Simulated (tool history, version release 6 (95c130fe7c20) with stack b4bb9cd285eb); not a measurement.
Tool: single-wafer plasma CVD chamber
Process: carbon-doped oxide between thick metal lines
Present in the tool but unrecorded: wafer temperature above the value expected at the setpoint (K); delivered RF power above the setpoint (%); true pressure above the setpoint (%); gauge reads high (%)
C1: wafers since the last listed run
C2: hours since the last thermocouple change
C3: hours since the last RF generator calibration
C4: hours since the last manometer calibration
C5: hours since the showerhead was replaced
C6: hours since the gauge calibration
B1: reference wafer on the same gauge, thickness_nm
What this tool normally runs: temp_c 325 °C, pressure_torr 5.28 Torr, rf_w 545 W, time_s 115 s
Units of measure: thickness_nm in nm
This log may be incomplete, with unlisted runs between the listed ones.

{"run": 1, "hour": 0.0, "temp_c": 325, "pressure_torr": 5.28, "rf_w": 545, "time_s": 115, "C1": 0, "C2": 1810, "C3": 382.5, "C4": 414.6, "C5": 6574.7, "C6": 234.5, "B1": 636.378, "thickness_nm": 677.982}
{"run": 2, "hour": 29.7, "temp_c": 325, "pressure_torr": 5.68, "rf_w": 545, "time_s": 115, "C1": 353, "C2": 1839.7, "C3": 412.2, "C4": 444.3, "C5": 6604.4, "C6": 264.2, "B1": 635.782, "thickness_nm": 692.389}
{"hour": 75.6, "done": "thermocouple changed; heater temperature recalibrated"}
{"run": 3, "hour": 81.3, "temp_c": 325, "pressure_torr": 5.68, "rf_w": 545, "time_s": 115, "C1": 518, "C2": 5.7, "C3": 463.8, "C4": 495.9, "C5": 6656, "C6": 315.8, "B1": 635.894, "thickness_nm": 673.192}
{"run": 4, "hour": 121.1, "temp_c": 325, "pressure_torr": 5.68, "rf_w": 545, "time_s": 115, "C1": 473, "C2": 45.5, "C3": 503.6, "C4": 535.7, "C5": 6695.8, "C6": 355.6, "B1": 636.691, "thickness_nm": 675.568}
{"run": 5, "hour": 149.9, "temp_c": 325, "pressure_torr": 5.28, "rf_w": 545, "time_s": 115, "C1": 342, "C2": 74.3, "C3": 532.4, "C4": 564.5, "C5": 6724.6, "C6": 384.4, "B1": 635.742, "thickness_nm": 672.768}
{"run": 6, "hour": 198.0, "temp_c": 325, "pressure_torr": 5.28, "rf_w": 545, "time_s": 115, "C1": 572, "C2": 122.4, "C3": 580.5, "C4": 612.6, "C5": 6772.7, "C6": 432.5, "B1": 636.539, "thickness_nm": 672.401}
{"run": 7, "hour": 227.3, "temp_c": 325, "pressure_torr": 5.28, "rf_w": 545, "time_s": 124, "C1": 348, "C2": 151.7, "C3": 609.8, "C4": 641.9, "C5": 6802, "C6": 461.8, "B1": 635.767, "thickness_nm": 723.351}
{"run": 8, "hour": 265.4, "temp_c": 325, "pressure_torr": 5.98, "rf_w": 545, "time_s": 115, "C1": 453, "C2": 189.8, "C3": 647.9, "C4": 680, "C5": 6840.1, "C6": 499.9, "B1": 635.432, "thickness_nm": 688.126}
{"run": 9, "hour": 307.0, "temp_c": 319, "pressure_torr": 5.28, "rf_w": 625, "time_s": 115, "C1": 495, "C2": 231.4, "C3": 689.5, "C4": 721.6, "C5": 6881.7, "C6": 541.5, "B1": 636.181, "thickness_nm": 749.058}
{"run": 10, "hour": 361.5, "temp_c": 325, "pressure_torr": 5.28, "rf_w": 545, "time_s": 103, "C1": 648, "C2": 285.9, "C3": 744, "C4": 776.1, "C5": 6936.2, "C6": 596, "B1": 635.522, "thickness_nm": 606.569}
{"run": 11, "hour": 387.3, "temp_c": 325, "pressure_torr": 5.28, "rf_w": 545, "time_s": 115, "C1": 307, "C2": 311.7, "C3": 769.8, "C4": 801.9, "C5": 6962, "C6": 621.8, "B1": 635.667, "thickness_nm": 674.506}
{"run": 12, "hour": 427.9, "temp_c": 320, "pressure_torr": 5.88, "rf_w": 445, "time_s": 138, "C1": 483, "C2": 352.3, "C3": 810.4, "C4": 842.5, "C5": 7002.6, "C6": 662.4, "B1": 636.231, "thickness_nm": 723.61}
{"run": 13, "hour": 491.8, "temp_c": 325, "pressure_torr": 5.28, "rf_w": 545, "time_s": 115, "C1": 760, "C2": 416.2, "C3": 874.3, "C4": 906.4, "C5": 7066.5, "C6": 726.3, "B1": 635.649, "thickness_nm": 675.889}
{"hour": 517.1, "done": "showerhead replaced"}
{"run": 14, "hour": 538.9, "temp_c": 325, "pressure_torr": 5.28, "rf_w": 545, "time_s": 115, "C1": 465, "C2": 463.3, "C3": 921.4, "C4": 953.5, "C5": 21.8, "C6": 773.4, "B1": 636.121, "thickness_nm": 674.234}
{"run": 15, "hour": 564.6, "temp_c": 312, "pressure_torr": 6.34, "rf_w": 590, "time_s": 123, "C1": 305, "C2": 489, "C3": 947.1, "C4": 979.2, "C5": 47.5, "C6": 799.1, "B1": 635.794, "thickness_nm": 809.352}
{"run": 16, "hour": 589.0, "temp_c": 325, "pressure_torr": 5.28, "rf_w": 545, "time_s": 115, "C1": 290, "C2": 513.4, "C3": 971.5, "C4": 1003.6, "C5": 71.9, "C6": 823.5, "B1": 636.182, "thickness_nm": 675.578}
{"run": 17, "hour": 625.4, "temp_c": 325, "pressure_torr": 6.57, "rf_w": 450, "time_s": 104, "C1": 433, "C2": 549.8, "C3": 1007.9, "C4": 1040, "C5": 108.3, "C6": 859.9, "B1": 635.883, "thickness_nm": 547.391}
{"run": 18, "hour": 668.1, "temp_c": 325, "pressure_torr": 6.17, "rf_w": 545, "time_s": 115, "C1": 508, "C2": 592.5, "C3": 1050.6, "C4": 1082.7, "C5": 151, "C6": 902.6, "B1": 635.826, "thickness_nm": 693.541}
{"run": 19, "hour": 694.3, "temp_c": 325, "pressure_torr": 5.28, "rf_w": 545, "time_s": 115, "C1": 311, "C2": 618.7, "C3": 1076.8, "C4": 1108.9, "C5": 177.2, "C6": 928.8, "B1": 636.308, "thickness_nm": 674.187}
{"run": 20, "hour": 728.4, "temp_c": 317, "pressure_torr": 6.35, "rf_w": 545, "time_s": 115, "C1": 405, "C2": 652.8, "C3": 1110.9, "C4": 1143, "C5": 211.3, "C6": 962.9, "B1": 636.083, "thickness_nm": 707.258}
{"run": 21, "hour": 778.8, "temp_c": 325, "pressure_torr": 5.28, "rf_w": 585, "time_s": 136, "C1": 599, "C2": 703.2, "C3": 1161.3, "C4": 1193.4, "C5": 261.7, "C6": 1013.3, "B1": 635.899, "thickness_nm": 831.574}
{"run": 22, "hour": 815.1, "temp_c": 320, "pressure_torr": 5.28, "rf_w": 510, "time_s": 115, "C1": 432, "C2": 739.5, "C3": 1197.6, "C4": 1229.7, "C5": 298, "C6": 1049.6, "B1": 635.891, "thickness_nm": 660.88}
{"run": 23, "hour": 861.8, "temp_c": 325, "pressure_torr": 5.28, "rf_w": 545, "time_s": 115, "C1": 555, "C2": 786.2, "C3": 1244.3, "C4": 1276.4, "C5": 344.7, "C6": 1096.3, "B1": 635.398, "thickness_nm": 670.237}
{"run": 24, "hour": 903.9, "temp_c": 325, "pressure_torr": 6.11, "rf_w": 545, "time_s": 115, "C1": 501, "C2": 828.3, "C3": 1286.4, "C4": 1318.5, "C5": 386.8, "C6": 1138.4, "B1": 635.595, "thickness_nm": 690.379}

Forecast run 25:
{"run": 25, "hour": 973.6, "temp_c": 336, "pressure_torr": 4.04, "rf_w": 545, "time_s": 121, "C1": 829, "C2": 898, "C3": 1356.1, "C4": 1388.2, "C5": 456.5, "C6": 1208.1, "B1": "?", "thickness_nm": "?"}

Run 25 measured B1 636.042, thickness_nm 651.3 nm.
Minus the tool's unlogged condition, the same run would have read thickness_nm 652.446 nm.
